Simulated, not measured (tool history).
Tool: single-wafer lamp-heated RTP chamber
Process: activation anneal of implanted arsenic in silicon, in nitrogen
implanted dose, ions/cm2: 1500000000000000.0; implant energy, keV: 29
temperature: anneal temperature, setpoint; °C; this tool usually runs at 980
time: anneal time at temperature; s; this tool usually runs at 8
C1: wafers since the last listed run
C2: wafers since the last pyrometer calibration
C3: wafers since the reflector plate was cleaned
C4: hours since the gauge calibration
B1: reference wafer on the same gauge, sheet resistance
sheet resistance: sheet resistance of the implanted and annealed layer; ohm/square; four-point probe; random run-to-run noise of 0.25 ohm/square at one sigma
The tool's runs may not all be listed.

run 1 hour=0.0 | temperature=980 time=8 | C1=0 C2=6372 C3=3716 C4=1206.6 | B1=137.00 | sheet_resistance=112.37
-- hour=29.4 gauge calibrated
run 2 hour=30.2 | temperature=958 time=8 | C1=427 C2=6799 C3=4144 C4=0.8 | B1=137.04 | sheet_resistance=118.72
-- hour=69.4 pyrometer window cleaned and pyrometer calibrated
run 3 hour=78.2 | temperature=960 time=9 | C1=566 C2=125 C3=4710 C4=48.8 | B1=136.92 | sheet_resistance=119.57
run 4 hour=121.4 | temperature=980 time=11 | C1=611 C2=736 C3=5322 C4=92.0 | B1=136.90 | sheet_resistance=111.36
run 5 hour=174.0 | temperature=980 time=5 | C1=744 C2=1481 C3=6066 C4=144.6 | B1=137.02 | sheet_resistance=117.88
run 6 hour=203.4 | temperature=980 time=8 | C1=416 C2=1897 C3=6482 C4=174.0 | B1=137.00 | sheet_resistance=114.04
run 7 hour=257.0 | temperature=980 time=8 | C1=758 C2=2656 C3=7241 C4=227.6 | B1=137.04 | sheet_resistance=113.70
run 8 hour=287.9 | temperature=980 time=8 | C1=437 C2=3093 C3=7679 C4=258.5 | B1=137.03 | sheet_resistance=113.67
-- hour=342.2 reflector plate cleaned
run 9 hour=355.9 | temperature=980 time=8 | C1=849 C2=3943 C3=194 C4=326.5 | B1=136.96 | sheet_resistance=113.22
run 10 hour=411.8 | temperature=980 time=8 | C1=791 C2=4734 C3=985 C4=382.4 | B1=137.05 | sheet_resistance=112.99
run 11 hour=455.8 | temperature=980 time=8 | C1=622 C2=5357 C3=1608 C4=426.4 | B1=137.01 | sheet_resistance=112.53
run 12 hour=503.1 | temperature=965 time=6 | C1=669 C2=6026 C3=2278 C4=473.7 | B1=137.03 | sheet_resistance=119.05
run 13 hour=537.8 | temperature=965 time=6 | C1=491 C2=6518 C3=2769 C4=508.4 | B1=136.93 | sheet_resistance=118.94
run 14 hour=564.9 | temperature=988 time=8 | C1=383 C2=6901 C3=3153 C4=535.5 | B1=136.99 | sheet_resistance=109.80
-- hour=591.0 pyrometer window cleaned and pyrometer calibrated
run 15 hour=628.6 | temperature=998 time=8 | C1=788 C2=532 C3=3941 C4=599.2 | B1=137.07 | sheet_resistance=109.06
run 16 hour=698.1 | temperature=980 time=8 | C1=983 C2=1516 C3=4925 C4=668.7 | B1=136.99 | sheet_resistance=114.00
run 17 hour=739.1 | temperature=980 time=7 | C1=580 C2=2096 C3=5506 C4=709.7 | B1=137.07 | sheet_resistance=114.61
run 18 hour=772.8 | temperature=972 time=6 | C1=477 C2=2573 C3=5983 C4=743.4 | B1=136.99 | sheet_resistance=118.77
run 19 hour=847.1 | temperature=980 time=10 | C1=1051 C2=3625 C3=7035 C4=817.7 | B1=137.00 | sheet_resistance=111.08
run 20 hour=910.9 | temperature=996 time=13 | C1=903 C2=4529 C3=7938 C4=881.5 | B1=137.04 | sheet_resistance=104.55
run 21 hour=982.8 | temperature=955 time=6 | C1=1017 C2=5546 C3=8956 C4=953.4 | B1=136.98 | sheet_resistance=121.84
-- hour=1014.2 gauge calibrated
-- hour=1052.6 reflector plate cleaned
-- hour=1095.1 pyrometer window cleaned and pyrometer calibrated
run 22 hour=1163.5 | temperature=967 time=10 | C1=2331 C2=968 C3=1456 C4=149.3 | B1=136.95 | sheet_resistance=115.92
run 23 hour=1220.4 | temperature=980 time=8 | C1=805 C2=1774 C3=2262 C4=206.2 | B1=136.95 | sheet_resistance=114.01
run 24 hour=1254.3 | temperature=1006 time=6 | C1=479 C2=2254 C3=2742 C4=240.1 | B1=137.03 | sheet_resistance=108.87
run 25 hour=1307.5 | temperature=967 time=10 | C1=753 C2=3007 C3=3495 C4=293.3 | B1=137.02 | sheet_resistance=115.98
run 26 hour=1349.3 | temperature=963 time=6 | C1=591 C2=3599 C3=4087 C4=335.1 | B1=137.01 | sheet_resistance=121.04
run 27 hour=1418.1 | temperature=980 time=8 | C1=973 C2=4573 C3=5061 C4=403.9 | B1=137.05 | sheet_resistance=112.42

Expected results for the next run?
run 28 hour=1453.3 | temperature=971 time=8 | C1=498 C2=5071 C3=5559 C4=439.1 | B1=? | sheet_resistance=?

B1: 137.00
sheet resistance: 115.69 ohm/square
Minus the tool's unlogged condition, the same run would have read sheet resistance 117.22 ohm/square.
